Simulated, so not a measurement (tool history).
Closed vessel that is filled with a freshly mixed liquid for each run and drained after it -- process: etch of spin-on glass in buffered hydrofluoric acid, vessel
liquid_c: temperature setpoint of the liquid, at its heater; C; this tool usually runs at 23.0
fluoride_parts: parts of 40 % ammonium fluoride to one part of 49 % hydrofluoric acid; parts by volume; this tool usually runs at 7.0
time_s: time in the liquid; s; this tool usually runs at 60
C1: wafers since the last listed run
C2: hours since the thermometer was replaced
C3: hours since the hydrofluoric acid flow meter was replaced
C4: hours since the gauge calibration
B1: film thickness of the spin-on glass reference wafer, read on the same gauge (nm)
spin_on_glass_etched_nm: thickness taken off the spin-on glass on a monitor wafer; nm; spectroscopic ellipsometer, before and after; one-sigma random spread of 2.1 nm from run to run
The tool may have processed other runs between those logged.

{"run": 1, "day": 0.0, "liquid_c": 25.5, "fluoride_parts": 8.0, "time_s": 60, "C1": 0, "C2": 1293.7, "C3": 1742.9, "C4": 122.2, "B1": 60.01, "spin_on_glass_etched_nm": 314.83}
{"run": 2, "day": 1.008, "liquid_c": 25.5, "fluoride_parts": 8.0, "time_s": 60, "C1": 2523, "C2": 1317.9, "C3": 1767.1, "C4": 146.4, "B1": 59.99, "spin_on_glass_etched_nm": 314.21}
{"run": 3, "day": 3.388, "liquid_c": 23.0, "fluoride_parts": 5.0, "time_s": 60, "C1": 5953, "C2": 1375.0, "C3": 1824.2, "C4": 203.5, "B1": 59.99, "spin_on_glass_etched_nm": 426.13}
{"run": 4, "day": 5.192, "liquid_c": 23.0, "fluoride_parts": 5.0, "time_s": 60, "C1": 4514, "C2": 1418.3, "C3": 1867.5, "C4": 246.8, "B1": 60.04, "spin_on_glass_etched_nm": 429.11}
{"run": 5, "day": 6.783, "liquid_c": 23.0, "fluoride_parts": 5.0, "time_s": 60, "C1": 3983, "C2": 1456.5, "C3": 1905.7, "C4": 285.0, "B1": 59.99, "spin_on_glass_etched_nm": 432.57}
{"run": 6, "day": 9.062, "liquid_c": 23.0, "fluoride_parts": 7.0, "time_s": 60, "C1": 5703, "C2": 1511.2, "C3": 1960.4, "C4": 339.7, "B1": 60.01, "spin_on_glass_etched_nm": 322.36}
{"run": 7, "day": 11.058, "liquid_c": 23.0, "fluoride_parts": 7.0, "time_s": 60, "C1": 4994, "C2": 1559.1, "C3": 2008.3, "C4": 387.6, "B1": 60.04, "spin_on_glass_etched_nm": 323.17}
{"run": 8, "day": 13.554, "liquid_c": 23.0, "fluoride_parts": 7.0, "time_s": 60, "C1": 6245, "C2": 1619.0, "C3": 2068.2, "C4": 447.5, "B1": 60.0, "spin_on_glass_etched_nm": 320.12}
{"day": 15.696, "done": "gauge calibrated"}
{"run": 9, "day": 16.108, "liquid_c": 23.0, "fluoride_parts": 8.5, "time_s": 60, "C1": 6391, "C2": 1680.3, "C3": 2129.5, "C4": 9.9, "B1": 60.0, "spin_on_glass_etched_nm": 267.24}
{"run": 10, "day": 17.204, "liquid_c": 23.0, "fluoride_parts": 5.0, "time_s": 60, "C1": 2742, "C2": 1706.6, "C3": 2155.8, "C4": 36.2, "B1": 59.98, "spin_on_glass_etched_nm": 435.86}
{"day": 18.3, "done": "thermometer replaced"}
{"day": 19.175, "done": "hydrofluoric acid flow meter replaced"}
{"run": 11, "day": 19.288, "liquid_c": 23.0, "fluoride_parts": 7.0, "time_s": 80, "C1": 5005, "C2": 23.7, "C3": 2.7, "C4": 86.2, "B1": 60.02, "spin_on_glass_etched_nm": 386.7}

What does the tool deliver on the next run?
{"run": 12, "day": 20.85, "liquid_c": 20.0, "fluoride_parts": 8.0, "time_s": 90, "C1": 3910, "C2": 61.2, "C3": 40.2, "C4": 123.7, "B1": "?", "spin_on_glass_etched_nm": "?"}

Run 12 measured B1 60.00, spin_on_glass_etched_nm 320.59 nm.
If the tool had no hidden condition, the same run with the same run-to-run variation would have returned spin_on_glass_etched_nm 314.03 nm.
